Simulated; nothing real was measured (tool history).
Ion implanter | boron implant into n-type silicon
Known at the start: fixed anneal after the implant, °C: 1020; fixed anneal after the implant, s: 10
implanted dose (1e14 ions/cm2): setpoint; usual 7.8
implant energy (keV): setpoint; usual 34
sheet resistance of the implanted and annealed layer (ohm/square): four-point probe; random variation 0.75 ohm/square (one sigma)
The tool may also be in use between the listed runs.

run     day  implanted dose (1e14 ions/cm2)  implant energy (keV)  read-back reference wafer on the same gauge, sheet resistance  sheet resistance of the implanted and annealed layer (ohm/square)
  1       0                             7.8                    34                                                         121.98                                                              134.8
  2     4.4                             7.8                    34                                                          122.1                                                             134.01
  3   6.871                             7.8                    34                                                         121.98                                                             136.14
  4  10.754                             7.8                    34                                                         122.06                                                             136.15
  5    14.8                             7.8                    34                                                         121.97                                                             137.37
  6  17.654                             7.8                    34                                                         122.08                                                             136.09
  7  24.046                             7.8                  29.5                                                         121.89                                                             139.75
  8   27.05                             7.8                  29.5                                                            122                                                             141.02
     30.504  -- Faraday cup replaced and dose calibrated
  9  30.525                             7.8                  29.5                                                         121.99                                                             135.28
 10  33.225                            8.83                    34                                                         122.06                                                             120.17
 11  35.483                             7.8                    34                                                          122.1                                                             134.28
 12  37.983                             7.8                    34                                                         121.98                                                             133.87
 13  40.012                             7.8                    34                                                         121.95                                                             134.27
 14  42.425                             7.8                    34                                                         122.07                                                             134.04
 15  44.888                             7.8                    34                                                         121.82                                                             133.82
     46.621  -- gauge calibrated
 16  47.512                             7.8                    34                                                         122.06                                                             134.41
 17  50.133                             7.8                    46                                                         121.95                                                             130.18
 18  54.025                            6.15                    28                                                         121.92                                                             168.21
 19  57.429                            6.88                    23                                                         121.86                                                             155.21
 20  59.004                            9.68                    34                                                         122.09                                                             112.41
     69.088  -- extraction supply calibrated
 21  69.183                            6.33                    34                                                         122.03                                                             162.85
 22  71.658                             7.8                  30.5                                                         122.03                                                             137.44
 23  73.604                             7.8                    45                                                         122.11                                                             132.95
 24  76.158                            6.33                    34                                                         121.93                                                             162.58
 25  78.662                            6.82                  22.5                                                         121.95                                                             159.58
 26  82.779                             7.8                    34                                                         121.95                                                              137.6
 27    85.5                            9.78                  22.5                                                          121.9                                                              117.1
 28  89.967                             7.8                    34                                                         121.93                                                             137.47
 29  93.196                             7.8                    34                                                         122.06                                                             138.11
 30  97.488                             7.8                    43                                                         121.97                                                             136.43

Forecast each of these 4 alternatives for the next run:
  A  97.504                            9.01                    34                                                              ?                                                                  ?
  B  97.504                           10.04                    42                                                              ?                                                                  ?
  C  97.504                            5.94                  44.5                                                              ?                                                                  ?
  D  97.504                            5.68                    30                                                              ?                                                                  ?

run  read-back reference wafer on the same gauge, sheet resistance  sheet resistance of the implanted and annealed layer (ohm/square)
  A                                                         121.86                                                              124.3
  B                                                         121.86                                                              112.3
  C                                                         121.86                                                              170.8
  D                                                         121.86                                                             184.52
Without the tool's hidden state the same runs would have given:
run  sheet resistance of the implanted and annealed layer (ohm/square)
  A                                                             118.79
  B                                                             107.41
  C                                                             163.37
  D                                                             176.32
